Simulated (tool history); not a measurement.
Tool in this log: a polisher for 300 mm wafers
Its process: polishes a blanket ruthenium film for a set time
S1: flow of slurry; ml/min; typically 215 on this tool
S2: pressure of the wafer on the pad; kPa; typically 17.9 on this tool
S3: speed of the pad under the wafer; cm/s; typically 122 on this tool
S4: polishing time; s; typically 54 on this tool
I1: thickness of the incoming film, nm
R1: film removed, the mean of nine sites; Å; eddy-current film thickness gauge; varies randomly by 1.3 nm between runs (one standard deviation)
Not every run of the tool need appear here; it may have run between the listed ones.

{"run": 1, "hour": 0.0, "S1": 215, "S2": 17.9, "S3": 146, "S4": 62, "I1": 273.4, "R1": 1105}
{"run": 2, "hour": 23.2, "S1": 215, "S2": 17.9, "S3": 146, "S4": 62, "I1": 270.7, "R1": 1091}
{"run": 3, "hour": 49.4, "S1": 215, "S2": 17.9, "S3": 146, "S4": 62, "I1": 274.5, "R1": 1072}
{"hour": 55.3, "done": "worn pad replaced by a new one"}
{"run": 4, "hour": 79.7, "S1": 215, "S2": 14.5, "S3": 122, "S4": 54, "I1": 267.3, "R1": 637}
{"run": 5, "hour": 104.6, "S1": 215, "S2": 14.5, "S3": 122, "S4": 54, "I1": 270.0, "R1": 636}
{"run": 6, "hour": 129.4, "S1": 215, "S2": 17.9, "S3": 122, "S4": 43, "I1": 270.7, "R1": 626}
{"run": 7, "hour": 159.1, "S1": 215, "S2": 17.9, "S3": 122, "S4": 43, "I1": 275.2, "R1": 626}
{"hour": 181.9, "done": "worn pad replaced by a new one, of another model than before"}
{"run": 8, "hour": 182.4, "S1": 215, "S2": 17.9, "S3": 122, "S4": 54, "I1": 267.7, "R1": 792}
{"run": 9, "hour": 214.2, "S1": 215, "S2": 17.9, "S3": 122, "S4": 54, "I1": 268.2, "R1": 786}
{"run": 10, "hour": 243.9, "S1": 215, "S2": 17.9, "S3": 122, "S4": 54, "I1": 269.1, "R1": 834}
{"run": 11, "hour": 266.9, "S1": 215, "S2": 17.9, "S3": 122, "S4": 54, "I1": 274.7, "R1": 785}
{"run": 12, "hour": 294.4, "S1": 215, "S2": 17.9, "S3": 122, "S4": 54, "I1": 275.9, "R1": 815}
{"hour": 304.9, "done": "worn pad replaced by a new one"}
{"run": 13, "hour": 325.9, "S1": 215, "S2": 15.2, "S3": 122, "S4": 54, "I1": 273.0, "R1": 707}
{"hour": 349.8, "done": "slurry nozzle cleaned"}
{"run": 14, "hour": 393.9, "S1": 240, "S2": 17.9, "S3": 122, "S4": 48, "I1": 272.4, "R1": 714}
{"hour": 404.8, "done": "head pressure recalibrated"}
{"run": 15, "hour": 409.9, "S1": 215, "S2": 13.8, "S3": 122, "S4": 54, "I1": 271.8, "R1": 733}
{"run": 16, "hour": 427.1, "S1": 180, "S2": 23.4, "S3": 136, "S4": 40, "I1": 266.0, "R1": 854}
{"run": 17, "hour": 439.1, "S1": 215, "S2": 17.9, "S3": 122, "S4": 54, "I1": 272.4, "R1": 864}
{"hour": 444.4, "done": "worn pad replaced by a new one"}
{"run": 18, "hour": 452.3, "S1": 215, "S2": 17.9, "S3": 122, "S4": 54, "I1": 271.1, "R1": 863}
{"run": 19, "hour": 468.6, "S1": 155, "S2": 11.7, "S3": 80, "S4": 67, "I1": 273.4, "R1": 573}
{"run": 20, "hour": 492.9, "S1": 215, "S2": 17.9, "S3": 122, "S4": 54, "I1": 271.3, "R1": 870}
{"run": 21, "hour": 568.6, "S1": 270, "S2": 17.9, "S3": 122, "S4": 54, "I1": 271.5, "R1": 884}
{"hour": 583.3, "done": "worn pad replaced by a new one"}
{"run": 22, "hour": 590.7, "S1": 195, "S2": 20.7, "S3": 122, "S4": 54, "I1": 271.6, "R1": 923}
{"run": 23, "hour": 623.4, "S1": 185, "S2": 23.4, "S3": 138, "S4": 64, "I1": 270.7, "R1": 1328}
{"run": 24, "hour": 644.1, "S1": 215, "S2": 20.0, "S3": 156, "S4": 54, "I1": 273.4, "R1": 1108}

For some of the steps in R1 from one run to the next: how much would appear even if the tool had no hidden state, given the settings, what came in and random variation, and how much remains for the hidden state plus any gauge scatter that the measured result and the result without hidden state don't share?
The hidden state here: removal rate lost through wear of the pad, %; slurry flow missing at the pad, %; deviation of the head's pressure from its setpoint, %.
Run 3 -> 4: S2 17.9 -> 14.5, S3 146 -> 122, S4 62 -> 54, worn pad replaced by a new one. R1 -435 Å: hidden state +54, all else -489.
Run 14 -> 15: S1 240 -> 215, S2 17.9 -> 13.8, S4 48 -> 54, head pressure recalibrated. R1 +19 Å: hidden state +79, all else -60.
Run 22 -> 23: S1 195 -> 185, S2 20.7 -> 23.4, S3 122 -> 138, S4 54 -> 64. R1 +405 Å: hidden state -22, all else +427.
